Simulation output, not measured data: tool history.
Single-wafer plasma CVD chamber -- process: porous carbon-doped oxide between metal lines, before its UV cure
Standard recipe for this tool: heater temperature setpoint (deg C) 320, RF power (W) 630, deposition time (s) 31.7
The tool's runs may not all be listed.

| run | day | heater temperature setpoint (deg C) | RF power (W) | deposition time (s) | wafers since the last listed run | hours since the last thermocouple change | hours since the last RF generator calibration | hours since the showerhead was replaced | hours since the gauge calibration | read-back reference wafer on the same gauge, thickness_nm | mean film thickness on the monitor wafer (Å) |
|---|---|---|---|---|---|---|---|---|---|---|---|
| 1 | 0.000 | 324 | 665 | 31.7 | 0 | 1441.4 | 2004.8 | 7752.3 | 138.6 | 153.114 | 1744.89 |
| 2 | 0.608 | 324 | 665 | 31.7 | 450 | 1456.0 | 2019.4 | 7766.9 | 153.2 | 152.883 | 1741.65 |
| 3 | 0.975 | 324 | 665 | 31.7 | 271 | 1464.8 | 2028.2 | 7775.7 | 162.0 | 152.919 | 1742.73 |
| 4 | 1.608 | 320 | 580 | 28.5 | 469 | 1480.0 | 2043.4 | 7790.9 | 177.2 | 153.003 | 1470.68 |
| 5 | 2.200 | 320 | 580 | 28.5 | 438 | 1494.2 | 2057.6 | 7805.1 | 191.4 | 153.023 | 1471.08 |
| 6 | 2.908 | 323 | 630 | 35.2 | 525 | 1511.2 | 2074.6 | 7822.1 | 208.4 | 153.029 | 1873.77 |
|  | 3.375 | RF generator calibrated |
| 7 | 3.533 | 323 | 630 | 35.2 | 216 | 1526.2 | 3.8 | 7837.1 | 223.4 | 153.024 | 1874.59 |
| 8 | 4.258 | 320 | 630 | 31.7 | 537 | 1543.6 | 21.2 | 7854.5 | 240.8 | 152.960 | 1716.95 |
| 9 | 4.621 | 320 | 630 | 35.9 | 268 | 1552.3 | 29.9 | 7863.2 | 249.5 | 153.007 | 1940.20 |
| 10 | 5.129 | 332 | 630 | 31.7 | 376 | 1564.5 | 42.1 | 7875.4 | 261.7 | 153.017 | 1619.72 |
| 11 | 5.575 | 315 | 630 | 33.6 | 330 | 1575.2 | 52.8 | 7886.1 | 272.4 | 153.023 | 1875.53 |
|  | 5.675 | gauge calibrated |
| 12 | 6.317 | 327 | 630 | 36.9 | 549 | 1593.0 | 70.6 | 7903.9 | 15.4 | 152.994 | 1915.51 |
| 13 | 6.629 | 320 | 630 | 25.6 | 231 | 1600.5 | 78.1 | 7911.4 | 22.9 | 152.945 | 1396.43 |
|  | 7.358 | showerhead replaced |
| 14 | 7.379 | 320 | 630 | 31.7 | 308 | 1618.5 | 96.1 | 0.5 | 40.9 | 152.969 | 1715.95 |
|  | 7.771 | thermocouple changed; heater temperature recalibrated |
| 15 | 7.950 | 320 | 630 | 31.7 | 176 | 4.3 | 109.8 | 14.2 | 54.6 | 152.998 | 1759.69 |
| 16 | 8.596 | 308 | 705 | 31.7 | 478 | 19.8 | 125.3 | 29.7 | 70.1 | 153.070 | 2024.67 |
| 17 | 9.288 | 320 | 630 | 31.7 | 512 | 36.4 | 141.9 | 46.3 | 86.7 | 153.096 | 1757.38 |
| 18 | 9.925 | 320 | 755 | 31.7 | 472 | 51.7 | 157.2 | 61.6 | 102.0 | 153.043 | 1966.79 |
| 19 | 10.275 | 323 | 630 | 35.2 | 259 | 60.1 | 165.6 | 70.0 | 110.4 | 153.059 | 1905.81 |

Selected run-to-run steps in mean film thickness on the monitor wafer (Å), each split into two signed amounts: the part the tool would show with no hidden state at all (from settings, incoming material and random variation), and the remainder, which goes to the hidden state together with any gauge scatter not common to the measured and the hidden-state-free results:
Hidden state at play: wafer temperature above the value expected at the setpoint (K); delivered RF power above the setpoint (%); gauge reads high (%).
Run 12 -> 13: heater temperature setpoint (deg C) 327 -> 320, deposition time (s) 36.9 -> 25.6. mean film thickness on the monitor wafer (Å) -519.08: hidden state +9.80, all else -528.88.
Run 14 -> 15: thermocouple changed; heater temperature recalibrated. mean film thickness on the monitor wafer (Å) +43.74: hidden state +39.83, all else +3.91.
